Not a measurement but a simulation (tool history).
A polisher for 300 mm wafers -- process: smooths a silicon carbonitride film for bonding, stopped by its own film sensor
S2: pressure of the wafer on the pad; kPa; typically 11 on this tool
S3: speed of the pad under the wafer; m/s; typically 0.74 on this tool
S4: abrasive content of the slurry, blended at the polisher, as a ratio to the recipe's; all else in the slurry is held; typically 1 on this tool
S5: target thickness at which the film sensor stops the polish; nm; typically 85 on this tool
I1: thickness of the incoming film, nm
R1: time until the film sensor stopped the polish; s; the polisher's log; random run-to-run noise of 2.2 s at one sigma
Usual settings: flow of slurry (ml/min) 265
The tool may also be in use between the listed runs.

run 1 day=0 | flow_of_slurry_(ml/min)=265 S2=11 S3=0.74 S4=1 S5=85 | I1=110.1 | R1=136.8
run 2 day=0.629 | flow_of_slurry_(ml/min)=265 S2=11 S3=0.74 S4=1 S5=89 | I1=109 | R1=110.3
run 3 day=1.125 | flow_of_slurry_(ml/min)=265 S2=11 S3=0.74 S4=1 S5=85 | I1=109 | R1=133.3
run 4 day=1.771 | flow_of_slurry_(ml/min)=265 S2=11 S3=0.74 S4=1 S5=85 | I1=109.5 | R1=138.5
run 5 day=2.317 | flow_of_slurry_(ml/min)=265 S2=11 S3=0.74 S4=1 S5=85 | I1=109.5 | R1=129
run 6 day=3.954 | flow_of_slurry_(ml/min)=265 S2=11 S3=0.74 S4=1 S5=85 | I1=108.2 | R1=133.2
run 7 day=4.4 | flow_of_slurry_(ml/min)=265 S2=11 S3=0.74 S4=1 S5=85 | I1=109.2 | R1=137.6
run 8 day=4.838 | flow_of_slurry_(ml/min)=265 S2=11 S3=0.74 S4=1 S5=85 | I1=110 | R1=150
run 9 day=5.842 | flow_of_slurry_(ml/min)=240 S2=11 S3=0.74 S4=1 S5=85 | I1=109.2 | R1=134.1
run 10 day=6.525 | flow_of_slurry_(ml/min)=240 S2=11 S3=0.74 S4=1 S5=85 | I1=109.8 | R1=148
run 11 day=7.012 | flow_of_slurry_(ml/min)=240 S2=11 S3=0.74 S4=1 S5=85 | I1=110.7 | R1=155.8
run 12 day=7.646 | flow_of_slurry_(ml/min)=265 S2=11 S3=0.74 S4=1 S5=85 | I1=111.1 | R1=159.8
run 13 day=8.254 | flow_of_slurry_(ml/min)=265 S2=11 S3=0.74 S4=1 S5=85 | I1=111.7 | R1=143.3
run 14 day=9 | flow_of_slurry_(ml/min)=265 S2=11 S3=0.74 S4=1 S5=85 | I1=111.1 | R1=131.9
run 15 day=9.275 | flow_of_slurry_(ml/min)=195 S2=12.4 S3=0.54 S4=1 S5=81 | I1=110.8 | R1=191.4
run 16 day=9.85 | flow_of_slurry_(ml/min)=265 S2=13.8 S3=0.74 S4=1 S5=85 | I1=111.2 | R1=121.8
run 17 day=10.454 | flow_of_slurry_(ml/min)=265 S2=11 S3=0.74 S4=1 S5=85 | I1=110.7 | R1=135.8
run 18 day=11.004 | flow_of_slurry_(ml/min)=265 S2=12.4 S3=0.58 S4=0.8 S5=85 | I1=109.6 | R1=160.2
run 19 day=11.529 | flow_of_slurry_(ml/min)=265 S2=11 S3=0.74 S4=1 S5=85 | I1=109.7 | R1=122.3
run 20 day=11.721 | flow_of_slurry_(ml/min)=265 S2=11 S3=0.74 S4=1.3 S5=85 | I1=108.1 | R1=108.1
run 21 day=12.204 | flow_of_slurry_(ml/min)=265 S2=7.6 S3=0.88 S4=0.85 S5=77 | I1=110.8 | R1=208.4
run 22 day=12.629 | flow_of_slurry_(ml/min)=265 S2=11 S3=0.74 S4=1 S5=85 | I1=109.6 | R1=132.2
run 23 day=13.021 | flow_of_slurry_(ml/min)=265 S2=7.6 S3=0.88 S4=0.85 S5=77 | I1=110.8 | R1=202.6
run 24 day=13.729 | flow_of_slurry_(ml/min)=170 S2=11 S3=0.74 S4=1 S5=85 | I1=108.9 | R1=136.7
run 25 day=14.167 | flow_of_slurry_(ml/min)=265 S2=13.1 S3=0.96 S4=1 S5=85 | I1=109.6 | R1=97.4
run 26 day=14.804 | flow_of_slurry_(ml/min)=265 S2=11 S3=0.64 S4=1 S5=82 | I1=111.1 | R1=167
run 27 day=15.092 | flow_of_slurry_(ml/min)=265 S2=11 S3=0.74 S4=1 S5=85 | I1=109.3 | R1=124
run 28 day=15.562 | flow_of_slurry_(ml/min)=265 S2=11 S3=0.74 S4=1 S5=82 | I1=109.7 | R1=143.3
run 29 day=15.908 | flow_of_slurry_(ml/min)=265 S2=15.2 S3=0.74 S4=1 S5=85 | I1=111 | R1=107.2

Put back what was entered between runs (8 entries, withheld): which listed runs does each sit between, and how does the hidden state differ from the listed run before to the listed run after?
In the gap between runs 4 and 5: worn pad replaced by a new one (day 2.171)
  removal rate lost through wear of the pad, %: 7.74 -> 1.89; abrasive missing from the slurry, %: 14.4 -> 15.6
  measured result minus the result with no hidden state, R1: +17.1 -> +9.3 s
In the gap between runs 8 and 9: worn pad replaced by a new one (day 5.738)
  removal rate lost through wear of the pad, %: 7.9 -> 1.37; abrasive missing from the slurry, %: 22 -> 24.9
  measured result minus the result with no hidden state, R1: +22.7 -> +13.8 s
In the gap between runs 9 and 10: slurry nozzle cleaned (day 6.45)
  removal rate lost through wear of the pad, %: 1.37 -> 4.64; abrasive missing from the slurry, %: 24.9 -> 27
  measured result minus the result with no hidden state, R1: +13.8 -> +20.8 s
In the gap between runs 12 and 13: slurry blender recalibrated (day 8.204)
  removal rate lost through wear of the pad, %: 7 -> 7.55; abrasive missing from the slurry, %: 30.7 -> 1.4
  measured result minus the result with no hidden state, R1: +28.1 -> +11.5 s
In the gap between runs 13 and 14: worn pad replaced by a new one (day 8.621)
  removal rate lost through wear of the pad, %: 7.55 -> 2.87; abrasive missing from the slurry, %: 1.4 -> 1.46
  measured result minus the result with no hidden state, R1: +11.5 -> +4.4 s
In the gap between runs 15 and 16: head pressure recalibrated (day 9.392)
  removal rate lost through wear of the pad, %: 4.08 -> 5.8; abrasive missing from the slurry, %: 1.52 -> 1.68
  measured result minus the result with no hidden state, R1: +8.7 -> +7.7 s
In the gap between runs 18 and 19: worn pad replaced by a new one (day 11.508)
  removal rate lost through wear of the pad, %: 7.39 -> 1.07; abrasive missing from the slurry, %: 2.21 -> 2.55
  measured result minus the result with no hidden state, R1: +13 -> +2.3 s
In the gap between runs 25 and 26: worn pad replaced by a new one (day 14.783)
  removal rate lost through wear of the pad, %: 7.9 -> 0.599; abrasive missing from the slurry, %: 5.1 -> 5.93
  measured result minus the result with no hidden state, R1: +9.3 -> +4.3 s

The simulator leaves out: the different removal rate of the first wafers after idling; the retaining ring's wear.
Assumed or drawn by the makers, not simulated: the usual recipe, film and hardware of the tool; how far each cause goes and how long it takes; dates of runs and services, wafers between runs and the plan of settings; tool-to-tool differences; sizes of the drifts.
